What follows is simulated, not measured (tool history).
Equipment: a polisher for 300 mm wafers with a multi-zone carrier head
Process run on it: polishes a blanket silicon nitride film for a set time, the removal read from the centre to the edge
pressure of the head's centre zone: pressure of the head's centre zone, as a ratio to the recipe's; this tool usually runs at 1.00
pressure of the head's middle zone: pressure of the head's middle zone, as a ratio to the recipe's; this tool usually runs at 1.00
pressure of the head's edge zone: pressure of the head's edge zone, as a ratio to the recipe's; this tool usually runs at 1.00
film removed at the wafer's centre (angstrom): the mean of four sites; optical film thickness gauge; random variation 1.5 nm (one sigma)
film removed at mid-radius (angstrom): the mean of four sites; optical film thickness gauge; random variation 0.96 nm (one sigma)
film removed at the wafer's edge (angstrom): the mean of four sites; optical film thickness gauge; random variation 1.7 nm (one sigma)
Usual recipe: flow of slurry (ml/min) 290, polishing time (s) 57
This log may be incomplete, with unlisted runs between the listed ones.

run	day	flow of slurry (ml/min)	pressure of the head's centre zone	pressure of the head's middle zone	pressure of the head's edge zone	polishing time (s)	wafers since the last listed run	wafers polished on this pad	hours since the slurry nozzle was cleaned	hours since the centre zone pressure was calibrated	hours since the edge zone pressure was calibrated	hours since the carrier head's membrane was replaced	incoming thickness of the incoming film, nm	film removed at the wafer's centre (angstrom)	film removed at mid-radius (angstrom)	film removed at the wafer's edge (angstrom)
1	0.000	290	1.00	0.92	1.00	46	0	29	133.1	742.0	28.4	210.3	414.9	1024	910	1022
2	0.825	220	1.04	1.00	0.95	68	135	165	152.9	761.8	48.2	230.1	410.6	1482	1377	1434
3	1.667	290	1.00	1.00	1.00	57	138	304	173.1	782.0	68.4	250.3	408.9	1229	1185	1242
4	2.796	290	1.00	1.00	1.00	57	185	490	200.2	809.1	95.5	277.4	411.0	1196	1155	1199
5	4.212	290	1.00	1.00	1.00	57	233	723	234.2	843.1	129.5	311.4	405.7	1164	1132	1179
6	5.025	290	0.89	0.92	1.00	57	133	857	253.7	862.6	149.0	330.9	411.9	1052	1044	1149
7	6.304	290	0.92	1.00	0.94	57	210	1067	284.4	893.3	179.7	361.6	412.7	1038	1078	1108
8	6.858	215	0.95	0.97	1.00	57	91	1159	297.7	906.6	193.0	374.9	407.6	1001	1003	1099
# day 7.392: centre zone pressure recalibrated
# day 7.804: slurry nozzle cleaned
9	7.996	245	1.00	1.03	1.06	38	166	1326	4.6	14.5	220.3	402.2	408.8	743	729	764
10	8.629	250	1.00	1.00	1.00	57	104	1430	19.8	29.7	235.5	417.4	402.5	1100	1075	1134
# day 9.483: worn pad replaced by a new one
11	9.504	290	1.00	1.09	0.90	39	116	3	40.8	50.7	256.5	438.4	407.0	834	901	806
# day 10.600: carrier head's membrane replaced by a new one
12	10.683	345	1.00	1.00	1.00	75	159	163	69.1	79.0	284.8	2.0	413.1	1629	1597	1636
13	11.704	290	1.00	1.00	1.00	57	168	331	93.6	103.5	309.3	26.5	408.2	1218	1192	1205
14	13.171	290	1.00	1.00	1.07	57	241	572	128.8	138.7	344.5	61.7	406.7	1191	1146	1219
15	13.850	290	1.00	1.00	1.00	57	111	684	145.1	155.0	360.8	78.0	408.6	1192	1144	1192
16	14.925	290	1.00	1.00	1.00	57	177	861	170.9	180.8	386.6	103.8	411.9	1170	1111	1161
17	15.696	350	1.00	1.00	1.00	57	126	988	189.4	199.3	405.1	122.3	414.4	1185	1140	1171
18	17.012	290	1.06	1.00	1.00	70	216	1205	221.0	230.9	436.7	153.9	411.0	1442	1350	1350
19	17.979	290	1.00	1.00	1.00	66	159	1364	244.2	254.1	459.9	177.1	408.6	1274	1214	1285

For run 20, what comes out?
20	18.917	370	1.00	1.05	1.00	57	154	1519	266.7	276.6	482.4	199.6	405.1	?	?	?

film removed at the wafer's centre (angstrom): 1114
film removed at mid-radius (angstrom): 1123
film removed at the wafer's edge (angstrom): 1118
Had the tool carried no hidden state, the very same run would have given film removed at the wafer's centre (angstrom) 1331, film removed at mid-radius (angstrom) 1338, film removed at the wafer's edge (angstrom) 1325.
